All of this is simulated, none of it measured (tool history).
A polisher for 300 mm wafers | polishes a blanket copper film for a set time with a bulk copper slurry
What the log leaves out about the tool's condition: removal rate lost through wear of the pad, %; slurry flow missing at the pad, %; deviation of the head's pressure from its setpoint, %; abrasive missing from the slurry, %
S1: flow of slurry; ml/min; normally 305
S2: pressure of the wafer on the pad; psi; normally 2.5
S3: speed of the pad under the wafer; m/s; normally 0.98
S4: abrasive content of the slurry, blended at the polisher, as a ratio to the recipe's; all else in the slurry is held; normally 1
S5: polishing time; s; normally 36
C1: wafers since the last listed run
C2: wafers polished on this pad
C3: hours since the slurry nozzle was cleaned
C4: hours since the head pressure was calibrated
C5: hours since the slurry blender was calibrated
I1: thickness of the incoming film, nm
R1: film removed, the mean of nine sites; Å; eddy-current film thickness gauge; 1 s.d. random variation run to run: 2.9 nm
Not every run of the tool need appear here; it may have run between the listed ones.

run	hour	S1	S2	S3	S4	S5	C1	C2	C3	C4	C5	I1	R1
1	0	305	2.5	0.98	1	36	0	1040	230.5	92.4	42.3	2635.2	2267
2	16.6	305	2.5	0.98	1.1	36	174	1215	247.1	109	58.9	2640.6	2268
3	30.2	305	2.5	0.98	1	36	143	1358	260.7	122.6	72.5	2649.1	2212
4	57.8	305	2.5	0.98	1	36	290	1648	288.3	150.2	100.1	2622.3	2237
5	84.6	305	2.5	0.98	1	36	281	1930	315.1	177	126.9	2574.1	2192
6	102.9	305	2.5	0.98	1	36	192	2123	333.4	195.3	145.2	2649	2274
7	129	305	2.5	0.98	1	36	274	2397	359.5	221.4	171.3	2614.3	2194
# hour 149.4: worn pad replaced by a new one
8	153.1	305	2.5	0.98	1	36	211	38	383.6	245.5	195.4	2681.9	2197
9	182	305	1.6	0.98	1	36	304	342	412.5	274.4	224.3	2610.4	1651
# hour 202.6: slurry blender recalibrated
10	206.4	305	2	0.98	1	40	235	578	436.9	298.8	3.8	2584	2075
# hour 209.8: slurry nozzle cleaned
11	234.1	385	2.5	0.98	0.85	36	280	859	24.3	326.5	31.5	2610	2102
12	249.6	305	2.5	0.98	1	36	163	1022	39.8	342	47	2658.4	2222
13	282.8	305	2.5	0.98	1	36	349	1371	73	375.2	80.2	2574	2221
14	297.6	305	2.5	0.86	1	29	155	1527	87.8	390	95	2638.4	1506
15	327.5	305	3.3	0.98	0.8	40	314	1841	117.7	419.9	124.9	2616.6	2843
16	363.4	305	2.5	0.98	1	36	377	2219	153.6	455.8	160.8	2633.3	2139
17	379.4	305	2.5	0.98	0.9	30	168	2388	169.6	471.8	176.8	2594.2	1761
18	407.8	305	2.5	0.98	1	36	298	2686	198	500.2	205.2	2657.1	2117
# hour 426.9: worn pad replaced by a new one
19	436.2	395	1.8	0.98	1	36	256	97	226.4	528.6	233.6	2627.9	1727
20	466.7	330	3.1	0.98	0.8	28	320	418	256.9	559.1	264.1	2584	1867
21	497	305	3	0.98	1	36	318	737	287.2	589.4	294.4	2610.7	2376
# hour 525.4: slurry blender recalibrated
22	532.4	305	2.5	1.1	1	36	351	1088	322.6	624.8	7	2623.5	2337
# hour 543.7: head pressure recalibrated
23	562.5	305	2.5	1.1	1	36	295	1384	352.7	18.8	37.1	2580.8	2573
24	579.6	305	2.5	0.98	1	48	179	1564	369.8	35.9	54.2	2610.7	3027
25	611.1	305	2.5	0.98	1	36	331	1895	401.3	67.4	85.7	2615.6	2265
26	645.7	305	2.5	0.98	1.15	36	364	2259	435.9	102	120.3	2622.8	2351
27	676.3	205	2.5	0.98	1	48	321	2581	466.5	132.6	150.9	2571.9	2860
# hour 682.9: worn pad replaced by a new one
# hour 704.5: slurry nozzle cleaned
28	706.7	305	2.7	0.9	1	36	267	239	2.2	163	181.3	2600.3	2170
29	730.1	345	2.5	0.82	1	36	246	485	25.6	186.4	204.7	2599	1916

A few steps of R1 between consecutive runs. Split each: what settings, incoming material and random variation would produce without the hidden state, and what is left over for the hidden state, along with gauge scatter present in only one of the two compared results (measured, and without hidden state):
Run 14 -> 15: S2 2.5 -> 3.3, S3 0.86 -> 0.98, S4 1 -> 0.8, S5 29 -> 40. R1 +1337 Å: hidden state -77, all else +1414.
Run 22 -> 23: head pressure recalibrated. R1 +236 Å: hidden state +192, all else +44.
Run 24 -> 25: S5 48 -> 36. R1 -762 Å: hidden state -9, all else -753.

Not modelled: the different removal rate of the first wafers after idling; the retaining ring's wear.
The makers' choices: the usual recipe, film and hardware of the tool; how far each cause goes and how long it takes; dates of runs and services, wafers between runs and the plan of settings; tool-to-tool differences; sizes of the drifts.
